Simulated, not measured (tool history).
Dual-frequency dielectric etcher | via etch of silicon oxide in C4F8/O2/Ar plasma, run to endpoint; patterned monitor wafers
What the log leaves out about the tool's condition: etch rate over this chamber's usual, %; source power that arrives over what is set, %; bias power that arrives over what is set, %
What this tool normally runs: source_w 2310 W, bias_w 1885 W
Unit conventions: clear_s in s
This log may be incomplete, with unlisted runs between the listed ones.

run	hour	source_w	bias_w	wafers since the last listed run	hours since the last wet clean	hours since the last source power generator calibration	hours since the last bias power generator calibration	hours since the last upper electrode change	incoming incoming film thickness, nm	clear_s
1	0	2310	2210	0	297.2	181.3	3292.1	3935.5	1220.7	235.5
2	74	2310	2210	599	371.2	255.3	3366.1	4009.5	1211.6	234.9
# hour 178.3: wet clean of the chamber
3	178.8	2310	1885	654	0.5	360.1	3470.9	4114.3	1227.1	239
4	230.9	2310	1885	422	52.6	412.2	3523	4166.4	1211.8	237.5
5	325.6	2310	1885	767	147.3	506.9	3617.7	4261.1	1209.5	239.4
6	368.7	2310	1885	349	190.4	550	3660.8	4304.2	1219.8	240.9
7	455.9	2310	1885	706	277.6	637.2	3748	4391.4	1213.1	240.5
8	558.1	2550	2245	827	379.8	739.4	3850.2	4493.6	1222.8	221.3
9	599	2310	2242	331	420.7	780.3	3891.1	4534.5	1213.4	235
10	672.8	2310	1701	597	494.5	854.1	3964.9	4608.3	1210.5	247.8
# hour 745: wet clean of the chamber
11	763.7	2310	1701	541	18.7	945	4055.8	4699.2	1211.6	238.7
# hour 872.1: upper electrode replaced
12	872.6	2310	1885	687	127.6	1053.9	4164.7	0.5	1215.7	238.5
13	912.3	2680	2356	321	167.3	1093.6	4204.4	40.2	1208.9	208.5
14	986.6	2680	2014	601	241.6	1167.9	4278.7	114.5	1198.5	213.6
15	1084	1730	1432	789	339	1265.3	4376.1	211.9	1220.5	313.5
# hour 1333.3: wet clean of the chamber
# hour 1340.4: source power generator calibrated
16	1376	2570	2050	2138	42.7	35.6	4668.1	503.9	1208.6	217.2
# hour 1392.2: bias power generator calibrated
17	1431.5	2310	1885	417	98.2	91.1	39.3	559.4	1209.3	235.6
18	1482.1	2310	1885	409	148.8	141.7	89.9	610	1217.2	238.8
19	1553.1	2160	2317	575	219.8	212.7	160.9	681	1230.2	242.4
20	1641.9	2150	2024	719	308.6	301.5	249.7	769.8	1205	246.8
21	1741.1	2310	2242	803	407.8	400.7	348.9	869	1209.3	232.6
22	1830.2	2600	1614	721	496.9	489.8	438	958.1	1205.6	229.7
# hour 1910.9: wet clean of the chamber
23	1911.4	2020	1746	463	0.5	571	519.2	1039.3	1212.2	261.6

A few steps of clear_s between consecutive runs. Split each: what settings, incoming material and random variation would produce without the hidden state, and what is left over for the hidden state, along with gauge scatter present in only one of the two compared results (measured, and without hidden state):
Run 10 -> 11: wet clean of the chamber. clear_s -9.1 s: hidden state -7.8, all else -1.3.
Run 14 -> 15: source_w 2680 -> 1730, bias_w 2014 -> 1432. clear_s +99.9 s: hidden state +3.3, all else +96.6.
Run 15 -> 16: source_w 1730 -> 2570, bias_w 1432 -> 2050, wet clean of the chamber, source power generator calibrated. clear_s -96.3 s: hidden state -5.9, all else -90.4.
Run 22 -> 23: source_w 2600 -> 2020, bias_w 1614 -> 1746, wet clean of the chamber. clear_s +31.9 s: hidden state -7.2, all else +39.1.
